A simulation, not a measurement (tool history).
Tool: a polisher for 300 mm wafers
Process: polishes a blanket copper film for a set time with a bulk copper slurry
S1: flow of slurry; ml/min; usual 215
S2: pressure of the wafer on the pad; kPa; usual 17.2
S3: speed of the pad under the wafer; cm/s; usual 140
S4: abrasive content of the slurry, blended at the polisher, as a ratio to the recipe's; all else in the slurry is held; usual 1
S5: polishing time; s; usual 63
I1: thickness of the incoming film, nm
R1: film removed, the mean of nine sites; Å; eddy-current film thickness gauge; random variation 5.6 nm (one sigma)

run 1 day=0 | S1=215 S2=17.2 S3=140 S4=1.15 S5=63 | I1=4170.8 | R1=7581
-- day=0.338 worn pad replaced by a new one
run 2 day=0.358 | S1=215 S2=17.2 S3=140 S4=1.15 S5=63 | I1=4170.8 | R1=7839
run 3 day=0.779 | S1=215 S2=17.2 S3=140 S4=1.15 S5=63 | I1=4031.8 | R1=7764
run 4 day=1.333 | S1=215 S2=17.2 S3=140 S4=1.05 S5=63 | I1=4172 | R1=7598
run 5 day=2.05 | S1=215 S2=17.2 S3=140 S4=1.05 S5=63 | I1=4119.6 | R1=7520
-- day=2.45 head pressure recalibrated
run 6 day=2.667 | S1=215 S2=17.2 S3=140 S4=1.05 S5=63 | I1=4044.7 | R1=6637
run 7 day=3.383 | S1=215 S2=17.2 S3=140 S4=1 S5=63 | I1=4084 | R1=6277
run 8 day=3.729 | S1=215 S2=17.2 S3=140 S4=1 S5=63 | I1=4049.3 | R1=6272
-- day=4.279 worn pad replaced by a new one
run 9 day=4.3 | S1=215 S2=17.2 S3=140 S4=1 S5=63 | I1=4128.5 | R1=6570
run 10 day=4.725 | S1=240 S2=17.2 S3=154 S4=1 S5=63 | I1=4005.4 | R1=7461
run 11 day=5.325 | S1=240 S2=17.2 S3=154 S4=1 S5=63 | I1=4097.1 | R1=7481
run 12 day=5.767 | S1=215 S2=17.2 S3=140 S4=1 S5=69 | I1=4096 | R1=7218
run 13 day=6.225 | S1=285 S2=19.3 S3=140 S4=1 S5=63 | I1=4113.6 | R1=7588
run 14 day=6.825 | S1=215 S2=17.2 S3=140 S4=1 S5=63 | I1=4082.1 | R1=6571
run 15 day=7.158 | S1=145 S2=17.2 S3=140 S4=0.7 S5=51 | I1=4152.2 | R1=4491
-- day=7.629 worn pad replaced by a new one
run 16 day=7.904 | S1=215 S2=17.2 S3=140 S4=1 S5=63 | I1=4056.4 | R1=6747
run 17 day=8.404 | S1=215 S2=17.2 S3=140 S4=1 S5=63 | I1=4121.9 | R1=6812
run 18 day=9.071 | S1=215 S2=17.2 S3=140 S4=1 S5=63 | I1=4049.8 | R1=6828
run 19 day=9.442 | S1=215 S2=17.2 S3=140 S4=1.05 S5=63 | I1=4063.4 | R1=6903
-- day=9.538 slurry blender recalibrated
run 20 day=9.721 | S1=215 S2=17.2 S3=140 S4=1 S5=63 | I1=4078.2 | R1=6634
run 21 day=10.458 | S1=215 S2=17.2 S3=140 S4=1.1 S5=63 | I1=4083.3 | R1=6848
run 22 day=10.967 | S1=235 S2=12.4 S3=140 S4=1.3 S5=41 | I1=4124 | R1=3343
-- day=11.317 slurry nozzle cleaned
-- day=11.512 worn pad replaced by a new one
run 23 day=11.588 | S1=160 S2=17.2 S3=172 S4=0.85 S5=77 | I1=4108.3 | R1=9283
run 24 day=12.054 | S1=215 S2=17.2 S3=140 S4=1 S5=84 | I1=4154 | R1=9372
run 25 day=12.367 | S1=175 S2=17.2 S3=140 S4=1 S5=75 | I1=4081.4 | R1=7869
run 26 day=13.062 | S1=215 S2=17.2 S3=152 S4=1 S5=63 | I1=4098.3 | R1=7435
run 27 day=13.333 | S1=215 S2=17.2 S3=140 S4=1 S5=41 | I1=4111.7 | R1=4483
run 28 day=14.062 | S1=215 S2=19.3 S3=140 S4=1.2 S5=63 | I1=4144.5 | R1=7924
run 29 day=14.462 | S1=265 S2=11.7 S3=140 S4=0.75 S5=72 | I1=4119.8 | R1=4955
-- day=14.883 worn pad replaced by a new one
run 30 day=15.183 | S1=150 S2=13.1 S3=140 S4=1 S5=63 | I1=4156.6 | R1=4923

The same runs without the tool's hidden state, with the same run-to-run variation:
The hidden state here: removal rate lost through wear of the pad, %; slurry flow missing at the pad, %; deviation of the head's pressure from its setpoint, %; abrasive missing from the slurry, %.
run=1 R1=6943
run=2 R1=6910
run=3 R1=6849
run=4 R1=6721
run=5 R1=6699
run=6 R1=6795
run=7 R1=6487
run=8 R1=6522
run=9 R1=6527
run=10 R1=7396
run=11 R1=7412
run=12 R1=7162
run=13 R1=7554
run=14 R1=6585
run=15 R1=4523
run=16 R1=6552
run=17 R1=6611
run=18 R1=6641
run=19 R1=6732
run=20 R1=6488
run=21 R1=6767
run=22 R1=3336
run=23 R1=8886
run=24 R1=8963
run=25 R1=7528
run=26 R1=7139
run=27 R1=4315
run=28 R1=7699
run=29 R1=4848
run=30 R1=4661
